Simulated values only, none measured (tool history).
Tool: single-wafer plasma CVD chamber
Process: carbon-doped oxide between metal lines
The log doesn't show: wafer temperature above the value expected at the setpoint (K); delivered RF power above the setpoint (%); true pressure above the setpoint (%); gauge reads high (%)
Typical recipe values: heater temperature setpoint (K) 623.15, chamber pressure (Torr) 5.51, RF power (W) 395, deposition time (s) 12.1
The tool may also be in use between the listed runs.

run,hour,heater temperature setpoint (K),chamber pressure (Torr),RF power (W),deposition time (s),wafers since the last listed run,hours since the last thermocouple change,hours since the last RF generator calibration,hours since the last manometer calibration,hours since the showerhead was replaced,hours since the gauge calibration,"read-back reference wafer on the same gauge, thickness_nm",mean film thickness on the monitor wafer (nm)
1,0,623.15,5.51,395,12.1,0,616.3,1064.8,903.8,7151.1,236.7,50.828,56.526
2,29.3,623.15,5.51,395,12.1,550,645.6,1094.1,933.1,7180.4,266,50.962,56.543
3,54,623.15,5.51,395,12.1,464,670.3,1118.8,957.8,7205.1,290.7,50.911,56.775
4,88.8,623.15,5.51,395,13.1,654,705.1,1153.6,992.6,7239.9,325.5,50.92,61.365
5,113.9,623.15,5.51,395,13.1,471,730.2,1178.7,1017.7,7265,350.6,50.889,61.392
6,135,623.15,5.91,395,12.1,396,751.3,1199.8,1038.8,7286.1,371.7,50.935,57.234
7,151.7,623.15,6.06,445,12.1,313,768,1216.5,1055.5,7302.8,388.4,50.911,62.072
8,186.5,623.15,6.06,445,12.1,654,802.8,1251.3,1090.3,7337.6,423.2,50.901,61.752
9,202.9,623.15,5.51,395,11.6,308,819.2,1267.7,1106.7,7354,439.6,50.975,54.972
10,229.7,623.15,5.51,395,11.6,503,846,1294.5,1133.5,7380.8,466.4,50.902,54.352
# hour 253.6: gauge calibrated
11,282.8,623.15,5.51,395,12.1,998,899.1,1347.6,1186.6,7433.9,29.2,50.907,56.786
# hour 299.1: showerhead replaced
12,308.4,623.15,5.51,430,12.1,330,924.7,1373.2,1212.2,9.3,54.8,50.783,59.901
# hour 322.7: capacitance manometer re-zeroed and calibrated
# hour 322.9: thermocouple changed; heater temperature recalibrated
13,326.6,608.15,5.51,395,12.1,187,3.7,1391.4,3.9,27.5,73,50.847,59.773
14,341.7,623.15,5.51,395,12.1,283,18.8,1406.5,19,42.6,88.1,50.93,56.849
15,374.5,629.15,5.51,395,14.5,616,51.6,1439.3,51.8,75.4,120.9,50.836,66.512
# hour 389.6: RF generator calibrated
16,396.3,623.15,5.51,335,12.1,259,73.4,6.7,73.6,97.2,142.7,50.819,51.111
17,418.6,623.15,6.06,445,12.1,419,95.7,29,95.9,119.5,165,50.947,61.669
18,433.5,623.15,5.51,395,12.1,280,110.6,43.9,110.8,134.4,179.9,50.871,56.896

What will run 19 give?
19,461.5,623.15,5.51,455,10,526,138.6,71.9,138.8,162.4,207.9,?,?

Run 19 measured read-back reference wafer on the same gauge, thickness_nm 50.917, mean film thickness on the monitor wafer (nm) 51.542.
The same run, on a tool lacking any hidden state, would have yielded mean film thickness on the monitor wafer (nm) 51.542.

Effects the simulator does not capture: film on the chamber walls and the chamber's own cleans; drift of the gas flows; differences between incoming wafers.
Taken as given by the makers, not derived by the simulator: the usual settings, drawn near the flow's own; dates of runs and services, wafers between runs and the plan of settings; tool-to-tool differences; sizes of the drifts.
